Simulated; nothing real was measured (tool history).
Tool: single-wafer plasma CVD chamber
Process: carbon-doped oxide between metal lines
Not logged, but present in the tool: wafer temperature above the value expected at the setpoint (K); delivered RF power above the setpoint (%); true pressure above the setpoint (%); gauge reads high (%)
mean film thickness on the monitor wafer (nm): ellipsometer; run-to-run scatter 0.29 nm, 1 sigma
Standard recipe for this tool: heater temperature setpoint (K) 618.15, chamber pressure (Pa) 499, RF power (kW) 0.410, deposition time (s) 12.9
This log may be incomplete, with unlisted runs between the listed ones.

run    hour  heater temperature setpoint (K)  chamber pressure (Pa)  RF power (kW)  deposition time (s)  wafers since the last listed run  hours since the last thermocouple change  hours since the last RF generator calibration  hours since the last manometer calibration  hours since the showerhead was replaced  hours since the gauge calibration  read-back reference wafer on the same gauge, thickness_nm  mean film thickness on the monitor wafer (nm)
  1     0.0                           618.15                    499          0.410                 12.9                                 0                                    1060.3                                         1043.5                                      1242.2                                   2477.9                             1473.1                                                     53.445                                         58.092
  2    44.7                           618.15                    499          0.410                 12.9                              1331                                    1105.0                                         1088.2                                      1286.9                                   2522.6                             1517.8                                                     53.491                                         58.222
  3   156.7                           618.15                    499          0.410                 12.9                              3336                                    1217.0                                         1200.2                                      1398.9                                   2634.6                             1629.8                                                     53.833                                         58.756
  4   222.9                           618.15                    499          0.410                 12.9                              1971                                    1283.2                                         1266.4                                      1465.1                                   2700.8                             1696.0                                                     54.182                                         58.890
      229.1  -- gauge calibrated
  5   268.5                           618.15                    499          0.410                 12.9                              1358                                    1328.8                                         1312.0                                      1510.7                                   2746.4                               39.4                                                     51.631                                         56.143
  6   325.3                           618.15                    499          0.410                 12.9                              1691                                    1385.6                                         1368.8                                      1567.5                                   2803.2                               96.2                                                     51.645                                         56.186
  7   373.1                           618.15                    499          0.410                 12.9                              1423                                    1433.4                                         1416.6                                      1615.3                                   2851.0                              144.0                                                     51.795                                         55.805
  8   408.2                           618.15                    499          0.410                 12.9                              1045                                    1468.5                                         1451.7                                      1650.4                                   2886.1                              179.1                                                     51.856                                         55.915
  9   451.0                           618.15                    499          0.410                 12.9                              1274                                    1511.3                                         1494.5                                      1693.2                                   2928.9                              221.9                                                     51.793                                         56.265
      496.5  -- RF generator calibrated
 10   506.9                           618.15                    499          0.410                 12.9                              1426                                    1567.2                                           10.4                                      1749.1                                   2984.8                              277.8                                                     51.795                                         56.063
      545.0  -- thermocouple changed; heater temperature recalibrated
 11   574.6                           618.15                    592          0.410                 14.5                              1778                                      29.6                                           78.1                                      1816.8                                   3052.5                              345.5                                                     51.903                                         64.911
      587.8  -- capacitance manometer re-zeroed and calibrated
 12   603.9                           626.15                    567          0.340                 10.5                               634                                      58.9                                          107.4                                        16.1                                   3081.8                              374.8                                                     51.859                                         40.574
 13   664.3                           611.15                    399          0.455                 12.9                              1799                                     119.3                                          167.8                                        76.5                                   3142.2                              435.2                                                     51.969                                         60.070
 14   727.7                           618.15                    499          0.370                 12.9                              1888                                     182.7                                          231.2                                       139.9                                   3205.6                              498.6                                                     51.968                                         52.908
 15   765.7                           606.15                    451          0.445                 12.9                              1131                                     220.7                                          269.2                                       177.9                                   3243.6                              536.6                                                     52.033                                         60.828
 16   820.0                           631.15                    499          0.410                 13.6                              1617                                     275.0                                          323.5                                       232.2                                   3297.9                              590.9                                                     52.091                                         57.773
 17   876.1                           618.15                    605          0.450                 14.2                              1671                                     331.1                                          379.6                                       288.3                                   3354.0                              647.0                                                     52.112                                         68.297
      933.4  -- showerhead replaced
 18   933.9                           618.15                    416          0.485                 12.9                              1483                                     388.9                                          437.4                                       346.1                                      0.5                              704.8                                                     52.266                                         61.251
 19   996.5                           618.15                    419          0.410                 12.9                              1864                                     451.5                                          500.0                                       408.7                                     63.1                              767.4                                                     52.391                                         55.819
 20  1032.1                           618.15                    539          0.365                 12.9                              1060                                     487.1                                          535.6                                       444.3                                     98.7                              803.0                                                     52.549                                         53.375
 21  1085.7                           618.15                    384          0.370                 12.9                              1596                                     540.7                                          589.2                                       497.9                                    152.3                              856.6                                                     52.504                                         51.086
 22  1121.7                           618.15                    499          0.410                 12.9                              1072                                     576.7                                          625.2                                       533.9                                    188.3                              892.6                                                     52.610                                         56.871
 23  1158.5                           618.15                    499          0.410                 12.9                              1096                                     613.5                                          662.0                                       570.7                                    225.1                              929.4                                                     52.747                                         56.949
 24  1227.7                           618.15                    499          0.410                 12.9                              2061                                     682.7                                          731.2                                       639.9                                    294.3                              998.6                                                     52.790                                         57.326
 25  1415.6                           618.15                    577          0.410                 12.9                              5597                                     870.6                                          919.1                                       827.8                                    482.2                             1186.5                                                     53.441                                         59.274
 26  1453.1                           618.15                    555          0.365                 11.7                              1117                                     908.1                                          956.6                                       865.3                                    519.7                             1224.0                                                     53.496                                         49.596
 27  1483.8                           618.15                    384          0.370                 12.9                               914                                     938.8                                          987.3                                       896.0                                    550.4                             1254.7                                                     53.635                                         52.413
 28  1538.0                           618.15                    499          0.410                 12.9                              1614                                     993.0                                         1041.5                                       950.2                                    604.6                             1308.9                                                     53.660                                         58.641

Run 29 is up next; what results do you expect?
 29  1584.8                           612.15                    499          0.410                 14.2                              1394                                    1039.8                                         1088.3                                       997.0                                    651.4                             1355.7                                                          ?                                              ?

{"run 29": {"read-back reference wafer on the same gauge, thickness_nm": 53.773, "mean film thickness on the monitor wafer (nm)": 65.215}}
The same run, on a tool lacking any hidden state, would have yielded mean film thickness on the monitor wafer (nm) 62.289.
